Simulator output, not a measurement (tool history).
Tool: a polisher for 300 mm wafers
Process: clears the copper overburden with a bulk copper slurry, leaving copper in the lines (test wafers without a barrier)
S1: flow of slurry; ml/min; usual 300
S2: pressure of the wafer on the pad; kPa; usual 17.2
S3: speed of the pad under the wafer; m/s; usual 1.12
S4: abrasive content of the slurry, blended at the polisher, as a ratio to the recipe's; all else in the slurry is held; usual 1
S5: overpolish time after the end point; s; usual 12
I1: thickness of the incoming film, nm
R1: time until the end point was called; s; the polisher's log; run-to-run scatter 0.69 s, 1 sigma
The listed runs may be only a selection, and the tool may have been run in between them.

{"run": 1, "hour": 0.0, "S1": 300, "S2": 17.2, "S3": 1.12, "S4": 1, "S5": 12, "I1": 611.4, "R1": 71.5}
{"hour": 39.5, "done": "worn pad replaced by a new one"}
{"run": 2, "hour": 86.2, "S1": 300, "S2": 17.2, "S3": 1.12, "S4": 1, "S5": 12, "I1": 603, "R1": 70.6}
{"run": 3, "hour": 124.0, "S1": 300, "S2": 17.2, "S3": 1.12, "S4": 1, "S5": 12, "I1": 612.3, "R1": 73}
{"run": 4, "hour": 209.0, "S1": 300, "S2": 17.2, "S3": 1.12, "S4": 1, "S5": 12, "I1": 612.1, "R1": 72.4}
{"hour": 218.0, "done": "head pressure recalibrated"}
{"hour": 241.0, "done": "slurry blender recalibrated"}
{"run": 5, "hour": 274.6, "S1": 300, "S2": 17.2, "S3": 1.12, "S4": 1, "S5": 12, "I1": 606.3, "R1": 67.7}
{"run": 6, "hour": 365.1, "S1": 300, "S2": 17.2, "S3": 1.12, "S4": 1, "S5": 12, "I1": 613.7, "R1": 69.3}
{"hour": 394.7, "done": "slurry nozzle cleaned"}
{"run": 7, "hour": 436.2, "S1": 300, "S2": 17.2, "S3": 1.12, "S4": 0.8, "S5": 12, "I1": 614, "R1": 72.6}
{"hour": 464.4, "done": "worn pad replaced by a new one"}
{"run": 8, "hour": 510.7, "S1": 300, "S2": 17.2, "S3": 1.12, "S4": 0.8, "S5": 12, "I1": 604, "R1": 72.6}
{"run": 9, "hour": 600.8, "S1": 300, "S2": 17.2, "S3": 1.12, "S4": 0.8, "S5": 12, "I1": 614.1, "R1": 75.5}
{"run": 10, "hour": 639.1, "S1": 300, "S2": 17.2, "S3": 1.12, "S4": 1, "S5": 12, "I1": 603.9, "R1": 70.1}
{"hour": 692.7, "done": "slurry blender recalibrated"}
{"run": 11, "hour": 701.1, "S1": 300, "S2": 17.2, "S3": 1.28, "S4": 1, "S5": 12, "I1": 611, "R1": 64.4}
{"run": 12, "hour": 748.6, "S1": 300, "S2": 17.2, "S3": 1.28, "S4": 1, "S5": 12, "I1": 615.8, "R1": 64.3}
{"hour": 778.4, "done": "head pressure recalibrated"}
{"hour": 812.8, "done": "worn pad replaced by a new one"}
{"run": 13, "hour": 821.6, "S1": 300, "S2": 17.2, "S3": 1.28, "S4": 1, "S5": 12, "I1": 607.6, "R1": 60.3}
{"run": 14, "hour": 871.1, "S1": 300, "S2": 20.7, "S3": 1.12, "S4": 1, "S5": 12, "I1": 609.1, "R1": 58.3}
{"run": 15, "hour": 947.1, "S1": 300, "S2": 17.2, "S3": 1.28, "S4": 1, "S5": 12, "I1": 610.5, "R1": 62}
{"hour": 960.8, "done": "slurry nozzle cleaned"}
{"hour": 1043.8, "done": "slurry blender recalibrated"}
{"run": 16, "hour": 1045.1, "S1": 300, "S2": 17.2, "S3": 1.12, "S4": 1.25, "S5": 12, "I1": 607.6, "R1": 68.1}
{"run": 17, "hour": 1101.7, "S1": 245, "S2": 13.1, "S3": 1.46, "S4": 1, "S5": 12, "I1": 616, "R1": 75.8}
{"hour": 1162.7, "done": "worn pad replaced by a new one, of another model than before"}
{"hour": 1230.3, "done": "head pressure recalibrated"}
{"run": 18, "hour": 1382.4, "S1": 300, "S2": 17.2, "S3": 1.28, "S4": 1, "S5": 12, "I1": 606.2, "R1": 65.1}
{"hour": 1412.9, "done": "slurry blender recalibrated"}
{"run": 19, "hour": 1449.3, "S1": 300, "S2": 17.2, "S3": 1.12, "S4": 0.8, "S5": 12, "I1": 616.5, "R1": 73.8}
{"hour": 1491.3, "done": "slurry nozzle cleaned"}
{"run": 20, "hour": 1541.0, "S1": 300, "S2": 11.7, "S3": 1.12, "S4": 1, "S5": 12, "I1": 596.8, "R1": 88.5}
{"hour": 1568.9, "done": "worn pad replaced by a new one"}
{"run": 21, "hour": 1619.9, "S1": 300, "S2": 17.2, "S3": 1.12, "S4": 1, "S5": 8, "I1": 598.9, "R1": 69.6}
{"run": 22, "hour": 1703.4, "S1": 300, "S2": 22.1, "S3": 1.12, "S4": 0.75, "S5": 6, "I1": 606, "R1": 63.3}
{"run": 23, "hour": 1772.4, "S1": 350, "S2": 17.2, "S3": 1.12, "S4": 1, "S5": 12, "I1": 601.1, "R1": 70.1}
{"hour": 1787.8, "done": "head pressure recalibrated"}
{"run": 24, "hour": 1854.6, "S1": 330, "S2": 17.2, "S3": 1.12, "S4": 1, "S5": 12, "I1": 607.9, "R1": 67.1}
{"hour": 1859.9, "done": "slurry blender recalibrated"}
{"run": 25, "hour": 1906.8, "S1": 300, "S2": 17.2, "S3": 1.12, "S4": 1, "S5": 12, "I1": 620.7, "R1": 70.2}
{"run": 26, "hour": 1966.7, "S1": 300, "S2": 13.8, "S3": 1.12, "S4": 1, "S5": 12, "I1": 610.8, "R1": 80.4}

Per-run results on a tool with no hidden state, each run keeping its own random variation:
Hidden conditions of the tool in this case: removal rate lost through wear of the pad, %; slurry flow missing at the pad, %; deviation of the head's pressure from its setpoint, %; abrasive missing from the slurry, %.
run=1 R1=69.5
run=2 R1=67.8
run=3 R1=69.7
run=4 R1=68.4
run=5 R1=68
run=6 R1=68.8
run=7 R1=71.4
run=8 R1=70.7
run=9 R1=72.6
run=10 R1=67.2
run=11 R1=61.2
run=12 R1=60.7
run=13 R1=59.5
run=14 R1=57.2
run=15 R1=60.2
run=16 R1=65.2
run=17 R1=72.1
run=18 R1=64.1
run=19 R1=72.3
run=20 R1=86
run=21 R1=67.2
run=22 R1=60.6
run=23 R1=66.8
run=24 R1=67
run=25 R1=69.8
run=26 R1=79.5
